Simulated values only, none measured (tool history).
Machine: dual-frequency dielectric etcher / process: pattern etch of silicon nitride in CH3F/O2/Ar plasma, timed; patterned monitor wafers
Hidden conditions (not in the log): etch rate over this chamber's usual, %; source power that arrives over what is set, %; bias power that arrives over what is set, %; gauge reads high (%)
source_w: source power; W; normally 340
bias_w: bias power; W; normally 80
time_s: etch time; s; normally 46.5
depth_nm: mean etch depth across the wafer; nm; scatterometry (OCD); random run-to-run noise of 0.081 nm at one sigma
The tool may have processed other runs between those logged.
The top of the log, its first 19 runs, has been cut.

run,hour,source_w,bias_w,time_s,wafers since the last listed run,hours since the last wet clean,hours since the last source power generator calibration,hours since the last bias power generator calibration,hours since the last upper electrode change,hours since the gauge calibration,"read-back reference wafer on the same gauge, depth_nm",depth_nm
20,266.7,340,80,46.5,193,172.8,128.1,158.9,171.9,278.2,30.57,29.67
21,274.1,410,91,37.5,113,180.2,135.5,166.3,179.3,285.6,30.61,27.72
22,281.3,420,88,37.0,110,187.4,142.7,173.5,186.5,292.8,30.58,27.13
23,288.6,340,80,46.5,111,194.7,150.0,180.8,193.8,300.1,30.60,29.77
24,304.8,340,80,46.5,248,210.9,166.2,197.0,210.0,316.3,30.65,29.64
25,318.7,370,80,34.0,213,224.8,180.1,210.9,223.9,330.2,30.57,22.62
26,333.6,340,64,46.5,228,239.7,195.0,225.8,238.8,345.1,30.56,26.98
27,349.7,290,66,53.5,246,255.8,211.1,241.9,254.9,361.2,30.58,29.05
28,367.2,380,80,35.0,268,273.3,228.6,259.4,272.4,378.7,30.63,23.70
29,376.4,320,89,51.5,141,282.5,237.8,268.6,281.6,387.9,30.61,33.57
30,391.4,340,80,46.5,230,297.5,252.8,283.6,296.6,402.9,30.59,29.67
31,397.6,340,80,46.5,95,303.7,259.0,289.8,302.8,409.1,30.59,29.74

Each row is a separate what-if for the run after 31, all from the same tool condition, not one after another. Results?
A,398.0,340,94,46.5,6,304.1,259.4,290.2,303.2,409.5,?,?
B,398.0,410,95,37.0,6,304.1,259.4,290.2,303.2,409.5,?,?
C,398.0,370,80,46.5,6,304.1,259.4,290.2,303.2,409.5,?,?

run,"read-back reference wafer on the same gauge, depth_nm",depth_nm
A,30.58,31.96
B,30.58,27.79
C,30.58,30.95
Without the tool's hidden state the same runs would have given:
run,depth_nm
A,31.68
B,27.55
C,30.68
